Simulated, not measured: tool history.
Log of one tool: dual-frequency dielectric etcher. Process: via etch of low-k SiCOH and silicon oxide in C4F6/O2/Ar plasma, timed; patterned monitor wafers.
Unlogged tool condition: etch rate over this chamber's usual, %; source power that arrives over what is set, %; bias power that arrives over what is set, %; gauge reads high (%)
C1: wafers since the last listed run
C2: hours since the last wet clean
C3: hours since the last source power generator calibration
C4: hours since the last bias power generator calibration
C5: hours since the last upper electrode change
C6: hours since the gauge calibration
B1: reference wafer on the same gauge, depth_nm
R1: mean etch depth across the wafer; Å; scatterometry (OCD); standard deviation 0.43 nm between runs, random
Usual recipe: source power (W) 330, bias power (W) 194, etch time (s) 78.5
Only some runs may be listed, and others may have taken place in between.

{"run": 1, "day": 0.0, "source power (W)": 330, "bias power (W)": 194, "etch time (s)": 78.5, "C1": 0, "C2": 378.8, "C3": 1931.5, "C4": 3535.4, "C5": 4944.1, "C6": 733.1, "B1": 250.9, "R1": 2079}
{"day": 0.508, "done": "gauge calibrated"}
{"run": 2, "day": 3.721, "source power (W)": 290, "bias power (W)": 194, "etch time (s)": 78.5, "C1": 1100, "C2": 468.1, "C3": 2020.8, "C4": 3624.7, "C5": 5033.4, "C6": 77.1, "B1": 251.2, "R1": 1988}
{"run": 3, "day": 6.979, "source power (W)": 370, "bias power (W)": 194, "etch time (s)": 78.5, "C1": 963, "C2": 546.3, "C3": 2099, "C4": 3702.9, "C5": 5111.6, "C6": 155.3, "B1": 251, "R1": 2164}
{"day": 8.225, "done": "wet clean of the chamber"}
{"run": 4, "day": 10.175, "source power (W)": 330, "bias power (W)": 194, "etch time (s)": 78.5, "C1": 649, "C2": 46.8, "C3": 2175.7, "C4": 3779.6, "C5": 5188.3, "C6": 232, "B1": 250.9, "R1": 2080}
{"run": 5, "day": 12.846, "source power (W)": 330, "bias power (W)": 194, "etch time (s)": 78.5, "C1": 789, "C2": 110.9, "C3": 2239.8, "C4": 3843.7, "C5": 5252.4, "C6": 296.1, "B1": 251, "R1": 2068}
{"run": 6, "day": 16.5, "source power (W)": 330, "bias power (W)": 205, "etch time (s)": 78.5, "C1": 1080, "C2": 198.6, "C3": 2327.5, "C4": 3931.4, "C5": 5340.1, "C6": 383.8, "B1": 251, "R1": 2129}
{"day": 20.2, "done": "bias power generator calibrated"}
{"run": 7, "day": 20.783, "source power (W)": 330, "bias power (W)": 205, "etch time (s)": 78.5, "C1": 1217, "C2": 301.4, "C3": 2430.3, "C4": 14, "C5": 5442.9, "C6": 486.6, "B1": 250.9, "R1": 2118}
{"run": 8, "day": 23.212, "source power (W)": 330, "bias power (W)": 205, "etch time (s)": 78.5, "C1": 718, "C2": 359.7, "C3": 2488.6, "C4": 72.3, "C5": 5501.2, "C6": 544.9, "B1": 251.1, "R1": 2115}
{"run": 9, "day": 24.75, "source power (W)": 330, "bias power (W)": 233, "etch time (s)": 78.5, "C1": 454, "C2": 396.6, "C3": 2525.5, "C4": 109.2, "C5": 5538.1, "C6": 581.8, "B1": 250.8, "R1": 2239}
{"run": 10, "day": 27.475, "source power (W)": 330, "bias power (W)": 224, "etch time (s)": 91, "C1": 805, "C2": 462, "C3": 2590.9, "C4": 174.6, "C5": 5603.5, "C6": 647.2, "B1": 251.1, "R1": 2553}
{"day": 28.333, "done": "source power generator calibrated"}
{"day": 29.762, "done": "upper electrode replaced"}
{"run": 11, "day": 30.538, "source power (W)": 330, "bias power (W)": 194, "etch time (s)": 78.5, "C1": 560, "C2": 535.5, "C3": 52.9, "C4": 248.1, "C5": 18.6, "C6": 720.7, "B1": 250.9, "R1": 2120}
{"day": 31.625, "done": "gauge calibrated"}
{"day": 32.312, "done": "wet clean of the chamber"}
{"run": 12, "day": 34.7, "source power (W)": 370, "bias power (W)": 242, "etch time (s)": 78.5, "C1": 935, "C2": 57.3, "C3": 152.8, "C4": 348, "C5": 118.5, "C6": 73.8, "B1": 250.9, "R1": 2392}
{"run": 13, "day": 38.2, "source power (W)": 330, "bias power (W)": 240, "etch time (s)": 89, "C1": 1034, "C2": 141.3, "C3": 236.8, "C4": 432, "C5": 202.5, "C6": 157.8, "B1": 251.2, "R1": 2610}
{"run": 14, "day": 40.783, "source power (W)": 400, "bias power (W)": 231, "etch time (s)": 86.5, "C1": 763, "C2": 203.3, "C3": 298.8, "C4": 494, "C5": 264.5, "C6": 219.8, "B1": 250.8, "R1": 2676}
{"run": 15, "day": 43.075, "source power (W)": 400, "bias power (W)": 231, "etch time (s)": 86.5, "C1": 677, "C2": 258.3, "C3": 353.8, "C4": 549, "C5": 319.5, "C6": 274.8, "B1": 251, "R1": 2665}
{"run": 16, "day": 45.908, "source power (W)": 280, "bias power (W)": 239, "etch time (s)": 63, "C1": 837, "C2": 326.3, "C3": 421.8, "C4": 617, "C5": 387.5, "C6": 342.8, "B1": 251, "R1": 1746}

Each row is a separate what-if for the run after 16, all from the same tool condition, not one after another. Results?
{"run": "A", "day": 45.925, "source power (W)": 330, "bias power (W)": 207, "etch time (s)": 78.5, "C1": 4, "C2": 326.7, "C3": 422.2, "C4": 617.4, "C5": 387.9, "C6": 343.2, "B1": "?", "R1": "?"}
{"run": "B", "day": 45.925, "source power (W)": 380, "bias power (W)": 179, "etch time (s)": 96.5, "C1": 4, "C2": 326.7, "C3": 422.2, "C4": 617.4, "C5": 387.9, "C6": 343.2, "B1": "?", "R1": "?"}
{"run": "C", "day": 45.925, "source power (W)": 270, "bias power (W)": 194, "etch time (s)": 102, "C1": 4, "C2": 326.7, "C3": 422.2, "C4": 617.4, "C5": 387.9, "C6": 343.2, "B1": "?", "R1": "?"}
{"run": "D", "day": 45.925, "source power (W)": 290, "bias power (W)": 220, "etch time (s)": 96, "C1": 4, "C2": 326.7, "C3": 422.2, "C4": 617.4, "C5": 387.9, "C6": 343.2, "B1": "?", "R1": "?"}
{"run": "E", "day": 45.925, "source power (W)": 270, "bias power (W)": 194, "etch time (s)": 63.5, "C1": 4, "C2": 326.7, "C3": 422.2, "C4": 617.4, "C5": 387.9, "C6": 343.2, "B1": "?", "R1": "?"}

run=A B1=250.9 R1=2165
run=B B1=250.9 R1=2634
run=C B1=250.9 R1=2564
run=D B1=250.9 R1=2600
run=E B1=250.9 R1=1596
Take away the tool's hidden state, keep each run's random variation, and the runs would have read:
run=A R1=2167
run=B R1=2637
run=C R1=2566
run=D R1=2603
run=E R1=1598

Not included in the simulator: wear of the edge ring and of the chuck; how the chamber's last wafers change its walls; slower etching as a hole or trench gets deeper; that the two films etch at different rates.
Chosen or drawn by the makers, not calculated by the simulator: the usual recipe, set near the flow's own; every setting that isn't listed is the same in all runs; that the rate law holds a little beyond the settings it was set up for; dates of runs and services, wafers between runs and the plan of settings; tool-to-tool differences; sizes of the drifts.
